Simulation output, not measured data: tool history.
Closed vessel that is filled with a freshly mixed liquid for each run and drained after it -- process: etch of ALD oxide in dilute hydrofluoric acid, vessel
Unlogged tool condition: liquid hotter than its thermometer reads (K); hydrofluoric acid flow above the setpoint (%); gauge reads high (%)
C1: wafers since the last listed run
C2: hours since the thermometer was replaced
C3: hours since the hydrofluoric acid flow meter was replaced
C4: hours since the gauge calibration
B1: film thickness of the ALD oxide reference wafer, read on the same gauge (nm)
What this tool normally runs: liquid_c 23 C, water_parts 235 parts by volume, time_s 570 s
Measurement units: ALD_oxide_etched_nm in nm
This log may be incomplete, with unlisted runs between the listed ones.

Run 1, hour 0: usual settings; C1 0; C2 949; C3 385.7; C4 973.5; B1 50.96. Result: ALD_oxide_etched_nm 38.46 nm.
Run 2, hour 31.1: usual settings; C1 2178; C2 980.1; C3 416.8; C4 1004.6; B1 51.03. Result: ALD_oxide_etched_nm 38.53 nm.
Run 3, hour 61.6: usual settings; C1 2136; C2 1010.6; C3 447.3; C4 1035.1; B1 51.12. Result: ALD_oxide_etched_nm 38.11 nm.
Run 4, hour 90.6: usual settings; C1 2031; C2 1039.6; C3 476.3; C4 1064.1; B1 51.23. Result: ALD_oxide_etched_nm 38.16 nm.
Run 5, hour 113.4: usual settings; C1 1596; C2 1062.4; C3 499.1; C4 1086.9; B1 51.26. Result: ALD_oxide_etched_nm 38.88 nm.
Run 6, hour 128.5: usual settings; C1 1057; C2 1077.5; C3 514.2; C4 1102; B1 51.31. Result: ALD_oxide_etched_nm 38.59 nm.
At hour 134.2: hydrofluoric acid flow meter replaced.
Run 7, hour 151.5: usual settings but liquid_c 25.5 C, time_s 830 s; C1 1540; C2 1100.5; C3 17.3; C4 1125; B1 51.32. Result: ALD_oxide_etched_nm 62.05 nm.
Run 8, hour 173.8: usual settings; C1 1561; C2 1122.8; C3 39.6; C4 1147.3; B1 51.37. Result: ALD_oxide_etched_nm 38.62 nm.
Run 9, hour 197.6: usual settings; C1 1666; C2 1146.6; C3 63.4; C4 1171.1; B1 51.45. Result: ALD_oxide_etched_nm 38.56 nm.
Run 10, hour 214.1: usual settings; C1 1155; C2 1163.1; C3 79.9; C4 1187.6; B1 51.55. Result: ALD_oxide_etched_nm 38.49 nm.
Run 11, hour 240.7: usual settings but time_s 420 s; C1 1862; C2 1189.7; C3 106.5; C4 1214.2; B1 51.61. Result: ALD_oxide_etched_nm 28.62 nm.
Run 12, hour 337.6: usual settings but time_s 420 s; C1 6786; C2 1286.6; C3 203.4; C4 1311.1; B1 51.93. Result: ALD_oxide_etched_nm 28.63 nm.
Run 13, hour 354.3: usual settings but time_s 755 s; C1 1169; C2 1303.3; C3 220.1; C4 1327.8; B1 51.99. Result: ALD_oxide_etched_nm 51.5 nm.
Run 14, hour 380.6: usual settings but liquid_c 24.5 C, water_parts 325 parts by volume, time_s 760 s; C1 1841; C2 1329.6; C3 246.4; C4 1354.1; B1 52.08. Result: ALD_oxide_etched_nm 36.28 nm.
Run 15, hour 400.2: usual settings but time_s 685 s; C1 1372; C2 1349.2; C3 266; C4 1373.7; B1 52.08. Result: ALD_oxide_etched_nm 47.25 nm.
At hour 413.5: gauge calibrated.
Run 16, hour 428.1: usual settings but liquid_c 27.5 C, water_parts 195 parts by volume, time_s 900 s; C1 1953; C2 1377.1; C3 293.9; C4 14.6; B1 49.8. Result: ALD_oxide_etched_nm 86.65 nm.
Run 17, hour 453.2: usual settings but liquid_c 21 C, water_parts 330 parts by volume, time_s 875 s; C1 1757; C2 1402.2; C3 319; C4 39.7; B1 49.77. Result: ALD_oxide_etched_nm 34.69 nm.
Run 18, hour 468.8: usual settings; C1 1092; C2 1417.8; C3 334.6; C4 55.3; B1 49.8. Result: ALD_oxide_etched_nm 37.17 nm.
Run 19, hour 483.1: usual settings but water_parts 300 parts by volume; C1 1001; C2 1432.1; C3 348.9; C4 69.6; B1 49.81. Result: ALD_oxide_etched_nm 27.68 nm.
Run 20, hour 517.7: usual settings; C1 2423; C2 1466.7; C3 383.5; C4 104.2; B1 49.81. Result: ALD_oxide_etched_nm 37.32 nm.
Run 21, hour 539: usual settings but liquid_c 27 C, water_parts 285 parts by volume, time_s 800 s; C1 1491; C2 1488; C3 404.8; C4 125.5; B1 49.86. Result: ALD_oxide_etched_nm 47.5 nm.
Run 22, hour 573.6: usual settings but water_parts 155 parts by volume; C1 2423; C2 1522.6; C3 439.4; C4 160.1; B1 49.87. Result: ALD_oxide_etched_nm 61.86 nm.
At hour 590.9: hydrofluoric acid flow meter replaced.
Run 23, hour 592.4: usual settings; C1 1246; C2 1541.4; C3 1.5; C4 178.9; B1 49.85. Result: ALD_oxide_etched_nm 37.27 nm.
Run 24, hour 616.5: usual settings; C1 1687; C2 1565.5; C3 25.6; C4 203; B1 49.83. Result: ALD_oxide_etched_nm 37.61 nm.
At hour 626.1: thermometer replaced.
Run 25, hour 639.6: usual settings but water_parts 290 parts by volume, time_s 300 s; C1 1547; C2 13.5; C3 48.7; C4 226.1; B1 49.9. Result: ALD_oxide_etched_nm 15.04 nm.
Run 26, hour 671.5: usual settings but liquid_c 27.5 C; C1 2234; C2 45.4; C3 80.6; C4 258; B1 49.92. Result: ALD_oxide_etched_nm 43.66 nm.
Run 27, hour 684.9: usual settings but time_s 360 s; C1 938; C2 58.8; C3 94; C4 271.4; B1 49.9. Result: ALD_oxide_etched_nm 23.79 nm.
Run 28, hour 767.6: usual settings; C1 5791; C2 141.5; C3 176.7; C4 354.1; B1 49.98. Result: ALD_oxide_etched_nm 37.88 nm.
Run 29, hour 789.7: usual settings but liquid_c 24.5 C, water_parts 120 parts by volume, time_s 315 s; C1 1547; C2 163.6; C3 198.8; C4 376.2; B1 49.98. Result: ALD_oxide_etched_nm 48.93 nm.
Run 30, hour 822.1: usual settings but liquid_c 25 C, water_parts 155 parts by volume; C1 2269; C2 196; C3 231.2; C4 408.6; B1 50.04. Result: ALD_oxide_etched_nm 67.03 nm.
Run 31, hour 844.1: usual settings; C1 1540; C2 218; C3 253.2; C4 430.6; B1 50.06. Result: ALD_oxide_etched_nm 37.75 nm.
Run 32, hour 876.1: usual settings; C1 2241; C2 250; C3 285.2; C4 462.6; B1 50.08. Result: ALD_oxide_etched_nm 37.67 nm.
Run 33, hour 889.3: usual settings but liquid_c 19 C, water_parts 275 parts by volume, time_s 885 s; C1 924; C2 263.2; C3 298.4; C4 475.8; B1 50.07. Result: ALD_oxide_etched_nm 41.4 nm.
Run 34, hour 910.7: usual settings but liquid_c 20.5 C, time_s 475 s; C1 1498; C2 284.6; C3 319.8; C4 497.2; B1 50.17. Result: ALD_oxide_etched_nm 28.61 nm.

Hidden state or all else? Some run-to-run changes of ALD_oxide_etched_nm, split into what the settings, what came in and random variation would give without the hidden state, and what is left for the hidden state (with any gauge scatter that isn't in both results):
Run 6 -> 7: liquid_c 23 -> 25.5, time_s 570 -> 830, hydrofluoric acid flow meter replaced. ALD_oxide_etched_nm +23.46 nm: hidden state +0.67, all else +22.79.
Run 12 -> 13: time_s 420 -> 755. ALD_oxide_etched_nm +22.87 nm: hidden state +0.9, all else +21.97.
Run 15 -> 16: liquid_c 23 -> 27.5, water_parts 235 -> 195, time_s 685 -> 900, gauge calibrated. ALD_oxide_etched_nm +39.4 nm: hidden state -2.28, all else +41.68.
Run 16 -> 17: liquid_c 27.5 -> 21, water_parts 195 -> 330, time_s 900 -> 875. ALD_oxide_etched_nm -51.96 nm: hidden state +0.2, all else -52.16.
Run 30 -> 31: liquid_c 25 -> 23, water_parts 155 -> 235. ALD_oxide_etched_nm -29.28 nm: hidden state +0.02, all else -29.3.
